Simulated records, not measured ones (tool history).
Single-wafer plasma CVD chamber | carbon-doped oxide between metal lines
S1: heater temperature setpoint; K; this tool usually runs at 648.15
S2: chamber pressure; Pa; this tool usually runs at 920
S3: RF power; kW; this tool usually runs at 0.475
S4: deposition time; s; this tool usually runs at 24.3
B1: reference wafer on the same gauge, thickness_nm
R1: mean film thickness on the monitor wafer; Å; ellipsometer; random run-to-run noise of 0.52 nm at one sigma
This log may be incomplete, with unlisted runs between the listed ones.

run,day,S1,S2,S3,S4,B1,R1
1,0.000,648.15,920,0.475,24.3,135.008,1161.10
2,1.175,648.15,920,0.475,24.3,134.995,1173.44
3,2.533,648.15,920,0.475,24.3,134.967,1164.11
4,3.821,648.15,920,0.475,24.3,134.962,1160.88
5,4.375,648.15,920,0.475,24.3,135.059,1165.41
6,5.158,648.15,920,0.420,24.3,134.970,1057.51
7,6.438,648.15,920,0.475,24.3,135.042,1159.31
8,7.267,648.15,920,0.475,24.3,134.932,1153.43
9,8.483,648.15,920,0.475,22.5,134.966,1060.47
10,9.650,648.15,920,0.475,22.5,134.992,1062.06
11,10.471,648.15,920,0.475,22.5,135.108,1064.30
12,13.829,648.15,920,0.475,24.3,134.889,1143.51
13,15.308,659.15,920,0.475,24.3,134.929,1102.83
14,16.117,639.15,1055,0.410,27.2,134.979,1097.26
15,17.208,648.15,1127,0.475,24.3,135.033,1115.10
16,18.383,648.15,813,0.545,24.3,135.165,1238.67
17,19.833,648.15,1131,0.475,24.3,134.887,1201.63
18,21.021,659.15,749,0.475,29.1,135.072,1381.81
19,22.179,638.15,1043,0.475,24.3,134.937,1221.80
20,23.479,648.15,920,0.475,28.2,135.065,1385.58
21,24.271,648.15,920,0.475,23.0,135.001,1130.86
22,25.371,639.15,1055,0.410,27.2,135.027,1178.01
23,26.125,659.15,920,0.475,21.4,135.023,1033.87
24,27.142,648.15,1075,0.475,26.0,134.968,1282.57
25,28.088,635.15,793,0.510,22.4,135.063,1189.34
26,28.596,648.15,920,0.545,24.3,134.991,1342.36
27,29.192,648.15,920,0.475,24.3,134.947,1194.88
28,30.154,648.15,920,0.405,27.3,135.075,1140.63
29,31.021,648.15,920,0.510,24.3,134.996,1273.82

The log once held 5 entries between its listed runs, left out of this copy. Where does each go, and what is different about the tool's unlogged condition between the listed run before it and the listed run after it?
Logged between run 8 and run 9: thermocouple changed; heater temperature recalibrated (day 7.829)
  delivered RF power above the setpoint (%): -5.28 -> -5.53
  measured value less the no-hidden-state value, R1: -41.35 -> -40.15 Å
Logged between run 10 and run 11: capacitance manometer re-zeroed and calibrated (day 10.438)
  delivered RF power above the setpoint (%): -5.78 -> -5.95
  measured value less the no-hidden-state value, R1: -42.32 -> -43.94 Å
Logged between run 12 and run 13: showerhead replaced, of another model than before (day 14.442)
  delivered RF power above the setpoint (%): -6.71 -> -7.05
  measured value less the no-hidden-state value, R1: -54.23 -> -79.15 Å
Logged between run 15 and run 16: gauge calibrated (day 18.271)
  delivered RF power above the setpoint (%): -7.51 -> -7.8
  measured value less the no-hidden-state value, R1: -86.07 -> -88.43 Å
Logged between run 16 and run 17: RF generator calibrated (day 19.275)
  delivered RF power above the setpoint (%): -7.8 -> -0.192
  measured value less the no-hidden-state value, R1: -88.43 -> -1.99 Å
